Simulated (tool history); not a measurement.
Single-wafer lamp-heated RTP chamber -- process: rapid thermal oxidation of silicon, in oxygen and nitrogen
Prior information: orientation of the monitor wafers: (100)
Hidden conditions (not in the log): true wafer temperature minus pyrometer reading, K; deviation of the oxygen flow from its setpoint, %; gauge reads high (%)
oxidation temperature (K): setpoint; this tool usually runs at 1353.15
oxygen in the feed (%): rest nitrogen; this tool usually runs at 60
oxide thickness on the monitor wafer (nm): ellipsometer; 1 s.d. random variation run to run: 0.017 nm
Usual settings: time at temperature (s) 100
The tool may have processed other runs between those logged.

run	hour	oxidation temperature (K)	time at temperature (s)	oxygen in the feed (%)	wafers since the last listed run	wafers since the last pyrometer calibration	hours since the oxygen flow controller was replaced	hours since the gauge calibration	read-back reference wafer on the same gauge, thickness	oxide thickness on the monitor wafer (nm)
1	0	1353.15	100	53	0	5735	5607.2	594.1	10.899	10.61
2	23.1	1353.15	100	76	210	5946	5630.3	617.2	10.902	12.09
3	47.4	1353.15	100	76	221	6167	5654.6	641.5	10.897	12.069
4	71	1353.15	100	69	215	6383	5678.2	665.1	10.901	11.691
5	102.7	1353.15	115	60	289	6672	5709.9	696.8	10.9	11.875
6	174	1353.15	100	60	650	7322	5781.2	768.1	10.903	11.145
7	206.5	1353.15	100	60	296	7619	5813.7	800.6	10.896	11.165
# hour 252.8: oxygen flow controller replaced
# hour 256.4: pyrometer window cleaned and pyrometer calibrated
8	256.9	1353.15	100	60	353	4	4.1	851	10.906	11.004
9	275.7	1353.15	100	60	171	175	22.9	869.8	10.904	11.028
10	296.1	1353.15	100	60	186	362	43.3	890.2	10.904	11.06
11	324	1353.15	100	60	254	616	71.2	918.1	10.899	11.05
12	357.7	1353.15	100	60	307	924	104.9	951.8	10.897	11.055
13	378.5	1353.15	100	60	189	1113	125.7	972.6	10.902	11.043
14	399	1353.15	67	60	187	1300	146.2	993.1	10.902	9.213
15	416.3	1361.15	70	90	157	1458	163.5	1010.4	10.902	11.446
16	451.6	1326.15	85	74	322	1780	198.8	1045.7	10.902	9.249
17	483	1324.15	63	86	286	2067	230.2	1077.1	10.898	8.383
18	498.6	1353.15	100	60	142	2209	245.8	1092.7	10.902	11.055
19	524	1370.15	74	50	231	2441	271.2	1118.1	10.892	10.101
# hour 526.5: gauge calibrated
20	550.4	1345.15	132	81	240	2682	297.6	23.9	10.899	13.277

What does the tool deliver on the next run?
21	584.6	1362.15	70	88	312	2994	331.8	58.1	?	?

Run 21 produced read-back reference wafer on the same gauge, thickness 10.898, oxide thickness on the monitor wafer (nm) 11.457.
Take away the tool's hidden state, keep the run-to-run variation as it was, and the same run would have given oxide thickness on the monitor wafer (nm) 11.415.

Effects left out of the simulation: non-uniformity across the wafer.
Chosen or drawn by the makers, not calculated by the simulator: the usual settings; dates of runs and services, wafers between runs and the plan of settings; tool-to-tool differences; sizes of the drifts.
